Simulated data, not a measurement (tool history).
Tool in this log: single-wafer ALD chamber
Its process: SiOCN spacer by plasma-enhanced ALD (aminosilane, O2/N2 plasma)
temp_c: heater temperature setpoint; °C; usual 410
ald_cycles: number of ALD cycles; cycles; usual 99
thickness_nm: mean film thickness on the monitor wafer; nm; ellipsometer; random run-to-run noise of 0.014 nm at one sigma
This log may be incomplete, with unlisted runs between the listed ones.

| run | hour | temp_c | ald_cycles | wafers since the last listed run | hours since the last thermocouple change | hours since the gauge calibration | read-back reference wafer on the same gauge, thickness_nm | thickness_nm |
|---|---|---|---|---|---|---|---|---|
| 1 | 0.0 | 410 | 114 | 0 | 2349.4 | 201.9 | 6.441 | 6.580 |
| 2 | 30.5 | 410 | 99 | 111 | 2379.9 | 232.4 | 6.444 | 5.742 |
| 3 | 51.4 | 410 | 99 | 76 | 2400.8 | 253.3 | 6.438 | 5.721 |
| 4 | 64.5 | 410 | 99 | 47 | 2413.9 | 266.4 | 6.441 | 5.717 |
| 5 | 88.7 | 410 | 99 | 88 | 2438.1 | 290.6 | 6.438 | 5.734 |
| 6 | 104.3 | 398 | 99 | 56 | 2453.7 | 306.2 | 6.441 | 5.905 |
| 7 | 123.5 | 410 | 99 | 70 | 2472.9 | 325.4 | 6.439 | 5.743 |
| 8 | 153.3 | 410 | 99 | 108 | 2502.7 | 355.2 | 6.437 | 5.746 |
| 9 | 178.2 | 410 | 99 | 90 | 2527.6 | 380.1 | 6.440 | 5.725 |
| 10 | 206.9 | 410 | 91 | 104 | 2556.3 | 408.8 | 6.440 | 5.250 |
| 11 | 258.4 | 410 | 91 | 187 | 2607.8 | 460.3 | 6.443 | 5.268 |
| 12 | 283.7 | 410 | 91 | 92 | 2633.1 | 485.6 | 6.442 | 5.267 |
| 13 | 299.6 | 410 | 99 | 57 | 2649.0 | 501.5 | 6.439 | 5.752 |
| 14 | 320.9 | 410 | 99 | 77 | 2670.3 | 522.8 | 6.438 | 5.716 |
| 15 | 344.7 | 410 | 86 | 86 | 2694.1 | 546.6 | 6.440 | 4.974 |
| 16 | 370.4 | 410 | 86 | 93 | 2719.8 | 572.3 | 6.439 | 4.984 |
| 17 | 401.4 | 410 | 86 | 113 | 2750.8 | 603.3 | 6.436 | 4.976 |
| 18 | 414.6 | 410 | 99 | 48 | 2764.0 | 616.5 | 6.447 | 5.726 |
| 19 | 448.5 | 403 | 112 | 123 | 2797.9 | 650.4 | 6.437 | 6.622 |
|  | 493.2 | gauge calibrated |
| 20 | 497.8 | 410 | 99 | 179 | 2847.2 | 4.6 | 6.441 | 5.725 |
| 21 | 534.7 | 410 | 91 | 134 | 2884.1 | 41.5 | 6.437 | 5.251 |
| 22 | 569.8 | 414 | 111 | 128 | 2919.2 | 76.6 | 6.447 | 6.364 |
| 23 | 587.5 | 401 | 82 | 64 | 2936.9 | 94.3 | 6.439 | 4.866 |
| 24 | 609.2 | 422 | 110 | 79 | 2958.6 | 116.0 | 6.438 | 6.147 |
|  | 625.1 | thermocouple changed; heater temperature recalibrated |
| 25 | 636.9 | 410 | 99 | 71 | 11.8 | 143.7 | 6.436 | 5.759 |
| 26 | 666.9 | 399 | 109 | 109 | 41.8 | 173.7 | 6.436 | 6.490 |
| 27 | 700.8 | 410 | 114 | 123 | 75.7 | 207.6 | 6.437 | 6.613 |
| 28 | 729.7 | 410 | 114 | 105 | 104.6 | 236.5 | 6.440 | 6.592 |
| 29 | 750.8 | 410 | 116 | 76 | 125.7 | 257.6 | 6.441 | 6.734 |
| 30 | 772.3 | 410 | 111 | 78 | 147.2 | 279.1 | 6.441 | 6.386 |
| 31 | 807.2 | 399 | 92 | 127 | 182.1 | 314.0 | 6.444 | 5.474 |
| 32 | 825.3 | 410 | 99 | 66 | 200.2 | 332.1 | 6.440 | 5.716 |
| 33 | 841.7 | 416 | 99 | 59 | 216.6 | 348.5 | 6.441 | 5.655 |
| 34 | 859.3 | 406 | 99 | 64 | 234.2 | 366.1 | 6.435 | 5.799 |
| 35 | 890.9 | 400 | 86 | 115 | 265.8 | 397.7 | 6.442 | 5.120 |
| 36 | 904.2 | 401 | 107 | 48 | 279.1 | 411.0 | 6.441 | 6.351 |
| 37 | 939.9 | 410 | 99 | 130 | 314.8 | 446.7 | 6.441 | 5.715 |

Consider 5 possible next runs. They are alternatives, not a sequence: every one starts from the tool as it was left by run 37. What does each give?
| A | 940.5 | 422 | 99 | 2 | 315.4 | 447.3 | ? | ? |
| B | 940.5 | 414 | 85 | 2 | 315.4 | 447.3 | ? | ? |
| C | 940.5 | 398 | 94 | 2 | 315.4 | 447.3 | ? | ? |
| D | 940.5 | 410 | 118 | 2 | 315.4 | 447.3 | ? | ? |
| E | 940.5 | 396 | 92 | 2 | 315.4 | 447.3 | ? | ? |

| run | read-back reference wafer on the same gauge, thickness_nm | thickness_nm |
|---|---|---|
| A | 6.439 | 5.555 |
| B | 6.439 | 4.877 |
| C | 6.439 | 5.621 |
| D | 6.439 | 6.845 |
| E | 6.439 | 5.502 |
What these runs would have given with no unlogged condition in the tool:
| run | thickness_nm |
|---|---|
| A | 5.555 |
| B | 4.877 |
| C | 5.621 |
| D | 6.845 |
| E | 5.502 |
